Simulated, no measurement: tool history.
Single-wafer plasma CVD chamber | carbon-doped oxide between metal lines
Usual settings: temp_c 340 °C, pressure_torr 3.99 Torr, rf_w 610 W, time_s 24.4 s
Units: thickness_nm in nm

| run | hour | temp_c | pressure_torr | rf_w | time_s | read-back reference wafer on the same gauge, thickness_nm | thickness_nm |
|---|---|---|---|---|---|---|---|
| 1 | 0.0 | 340 | 3.99 | 610 | 24.4 | 112.996 | 135.134 |
| 2 | 57.0 | 340 | 3.99 | 610 | 24.4 | 113.029 | 134.661 |
| 3 | 108.5 | 340 | 3.99 | 610 | 24.4 | 113.001 | 135.777 |
|  | 129.1 | RF generator calibrated |
| 4 | 136.4 | 340 | 3.99 | 610 | 24.4 | 113.097 | 137.623 |
|  | 182.4 | showerhead replaced |
| 5 | 199.1 | 340 | 3.99 | 610 | 24.4 | 113.006 | 138.490 |
| 6 | 323.9 | 340 | 3.99 | 610 | 28.2 | 112.968 | 157.812 |
| 7 | 359.9 | 340 | 3.99 | 610 | 28.2 | 113.003 | 158.269 |
|  | 383.9 | gauge calibrated |
|  | 389.9 | thermocouple changed; heater temperature recalibrated |
| 8 | 406.5 | 340 | 3.99 | 610 | 23.3 | 112.959 | 128.248 |
|  | 426.6 | capacitance manometer re-zeroed and calibrated |
| 9 | 590.0 | 340 | 3.99 | 610 | 23.3 | 113.000 | 128.714 |
| 10 | 627.0 | 340 | 3.99 | 610 | 24.4 | 113.126 | 134.620 |
| 11 | 803.2 | 340 | 3.67 | 725 | 24.4 | 112.877 | 156.047 |
| 12 | 855.7 | 340 | 3.99 | 610 | 24.4 | 113.082 | 135.245 |
| 13 | 892.3 | 340 | 3.99 | 610 | 26.6 | 113.035 | 147.072 |
| 14 | 931.5 | 340 | 4.58 | 575 | 24.4 | 113.083 | 128.754 |
| 15 | 989.5 | 326 | 4.95 | 665 | 21.1 | 113.033 | 136.096 |
| 16 | 1026.0 | 345 | 3.99 | 715 | 26.8 | 113.011 | 168.396 |
| 17 | 1059.0 | 340 | 3.99 | 610 | 24.4 | 112.925 | 134.697 |
| 18 | 1118.8 | 340 | 3.99 | 610 | 24.4 | 113.092 | 134.794 |
| 19 | 1147.8 | 340 | 3.99 | 610 | 24.4 | 113.087 | 135.147 |
| 20 | 1196.6 | 340 | 3.99 | 610 | 24.4 | 113.011 | 134.699 |
| 21 | 1226.9 | 347 | 3.99 | 610 | 24.4 | 113.021 | 131.891 |
| 22 | 1280.9 | 329 | 3.99 | 610 | 24.4 | 113.034 | 139.503 |
|  | 1328.5 | RF generator calibrated |
| 23 | 1380.5 | 340 | 3.43 | 610 | 24.4 | 112.992 | 135.611 |
| 24 | 1431.3 | 326 | 3.99 | 610 | 24.4 | 113.065 | 143.468 |
| 25 | 1462.3 | 340 | 3.44 | 675 | 24.4 | 113.046 | 148.251 |
| 26 | 1493.0 | 340 | 3.99 | 610 | 23.3 | 113.067 | 130.777 |
| 27 | 1557.8 | 340 | 3.99 | 610 | 28.9 | 113.008 | 161.535 |
| 28 | 1582.5 | 340 | 3.99 | 730 | 20.7 | 113.116 | 135.891 |

4 ways to go on from here, each from the tool as it stands after run 28. What would each give?
| A | 1582.9 | 340 | 3.99 | 610 | 24.4 | ? | ? |
| B | 1582.9 | 340 | 3.37 | 610 | 24.4 | ? | ? |
| C | 1582.9 | 332 | 4.77 | 580 | 24.4 | ? | ? |
| D | 1582.9 | 340 | 3.99 | 650 | 24.4 | ? | ? |

| run | read-back reference wafer on the same gauge, thickness_nm | thickness_nm |
|---|---|---|
| A | 113.084 | 136.407 |
| B | 113.084 | 134.593 |
| C | 113.084 | 135.532 |
| D | 113.084 | 144.888 |
Without the tool's hidden state the same runs would have given:
| run | thickness_nm |
|---|---|
| A | 135.587 |
| B | 133.784 |
| C | 134.554 |
| D | 143.981 |
